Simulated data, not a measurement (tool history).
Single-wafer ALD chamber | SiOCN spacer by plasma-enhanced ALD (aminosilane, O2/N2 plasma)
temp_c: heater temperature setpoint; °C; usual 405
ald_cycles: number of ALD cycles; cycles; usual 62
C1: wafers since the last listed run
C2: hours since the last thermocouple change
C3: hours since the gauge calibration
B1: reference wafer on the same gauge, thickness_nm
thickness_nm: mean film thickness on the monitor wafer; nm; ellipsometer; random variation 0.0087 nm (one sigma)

{"run": 1, "day": 0.0, "temp_c": 405, "ald_cycles": 62, "C1": 0, "C2": 1504.6, "C3": 87.3, "B1": 3.932, "thickness_nm": 3.488}
{"run": 2, "day": 0.538, "temp_c": 397, "ald_cycles": 62, "C1": 39, "C2": 1517.5, "C3": 100.2, "B1": 3.931, "thickness_nm": 3.535}
{"run": 3, "day": 0.879, "temp_c": 405, "ald_cycles": 62, "C1": 25, "C2": 1525.7, "C3": 108.4, "B1": 3.925, "thickness_nm": 3.456}
{"run": 4, "day": 1.229, "temp_c": 405, "ald_cycles": 62, "C1": 25, "C2": 1534.1, "C3": 116.8, "B1": 3.932, "thickness_nm": 3.474}
{"run": 5, "day": 2.312, "temp_c": 405, "ald_cycles": 62, "C1": 79, "C2": 1560.1, "C3": 142.8, "B1": 3.929, "thickness_nm": 3.467}
{"day": 2.404, "done": "gauge calibrated"}
{"run": 6, "day": 2.796, "temp_c": 405, "ald_cycles": 62, "C1": 35, "C2": 1571.7, "C3": 9.4, "B1": 3.93, "thickness_nm": 3.488}
{"run": 7, "day": 3.408, "temp_c": 405, "ald_cycles": 62, "C1": 45, "C2": 1586.4, "C3": 24.1, "B1": 3.931, "thickness_nm": 3.476}
{"run": 8, "day": 3.838, "temp_c": 405, "ald_cycles": 62, "C1": 31, "C2": 1596.7, "C3": 34.4, "B1": 3.929, "thickness_nm": 3.464}
{"run": 9, "day": 4.279, "temp_c": 405, "ald_cycles": 62, "C1": 32, "C2": 1607.3, "C3": 45.0, "B1": 3.93, "thickness_nm": 3.484}
{"run": 10, "day": 5.888, "temp_c": 405, "ald_cycles": 62, "C1": 118, "C2": 1645.9, "C3": 83.6, "B1": 3.93, "thickness_nm": 3.488}
{"run": 11, "day": 6.475, "temp_c": 417, "ald_cycles": 62, "C1": 43, "C2": 1660.0, "C3": 97.7, "B1": 3.931, "thickness_nm": 3.366}
{"run": 12, "day": 6.808, "temp_c": 412, "ald_cycles": 70, "C1": 24, "C2": 1668.0, "C3": 105.7, "B1": 3.936, "thickness_nm": 3.851}
{"day": 7.167, "done": "thermocouple changed; heater temperature recalibrated"}
{"run": 13, "day": 7.188, "temp_c": 414, "ald_cycles": 67, "C1": 3, "C2": 0.5, "C3": 114.8, "B1": 3.928, "thickness_nm": 3.662}
{"run": 14, "day": 7.654, "temp_c": 419, "ald_cycles": 68, "C1": 34, "C2": 11.7, "C3": 126.0, "B1": 3.934, "thickness_nm": 3.667}
{"day": 7.708, "done": "gauge calibrated"}
{"run": 15, "day": 7.988, "temp_c": 398, "ald_cycles": 72, "C1": 24, "C2": 19.7, "C3": 6.7, "B1": 3.93, "thickness_nm": 4.094}
{"run": 16, "day": 8.662, "temp_c": 393, "ald_cycles": 65, "C1": 49, "C2": 35.9, "C3": 22.9, "B1": 3.934, "thickness_nm": 3.704}
{"run": 17, "day": 9.175, "temp_c": 405, "ald_cycles": 62, "C1": 37, "C2": 48.2, "C3": 35.2, "B1": 3.931, "thickness_nm": 3.481}
{"run": 18, "day": 9.9, "temp_c": 391, "ald_cycles": 62, "C1": 53, "C2": 65.6, "C3": 52.6, "B1": 3.927, "thickness_nm": 3.534}
{"run": 19, "day": 10.246, "temp_c": 392, "ald_cycles": 57, "C1": 25, "C2": 73.9, "C3": 60.9, "B1": 3.923, "thickness_nm": 3.242}
{"run": 20, "day": 10.638, "temp_c": 405, "ald_cycles": 62, "C1": 28, "C2": 83.3, "C3": 70.3, "B1": 3.93, "thickness_nm": 3.473}
{"run": 21, "day": 11.142, "temp_c": 393, "ald_cycles": 62, "C1": 37, "C2": 95.4, "C3": 82.4, "B1": 3.929, "thickness_nm": 3.521}

Forecast each of these 3 alternatives for the next run:
{"run": "A", "day": 11.162, "temp_c": 405, "ald_cycles": 62, "C1": 1, "C2": 95.9, "C3": 82.9, "B1": "?", "thickness_nm": "?"}
{"run": "B", "day": 11.162, "temp_c": 400, "ald_cycles": 72, "C1": 1, "C2": 95.9, "C3": 82.9, "B1": "?", "thickness_nm": "?"}
{"run": "C", "day": 11.162, "temp_c": 390, "ald_cycles": 71, "C1": 1, "C2": 95.9, "C3": 82.9, "B1": "?", "thickness_nm": "?"}

run=A B1=3.930 thickness_nm=3.468
run=B B1=3.930 thickness_nm=4.082
run=C B1=3.930 thickness_nm=4.032
Without the tool's hidden state the same runs would have given:
run=A thickness_nm=3.468
run=B thickness_nm=4.082
run=C thickness_nm=4.032

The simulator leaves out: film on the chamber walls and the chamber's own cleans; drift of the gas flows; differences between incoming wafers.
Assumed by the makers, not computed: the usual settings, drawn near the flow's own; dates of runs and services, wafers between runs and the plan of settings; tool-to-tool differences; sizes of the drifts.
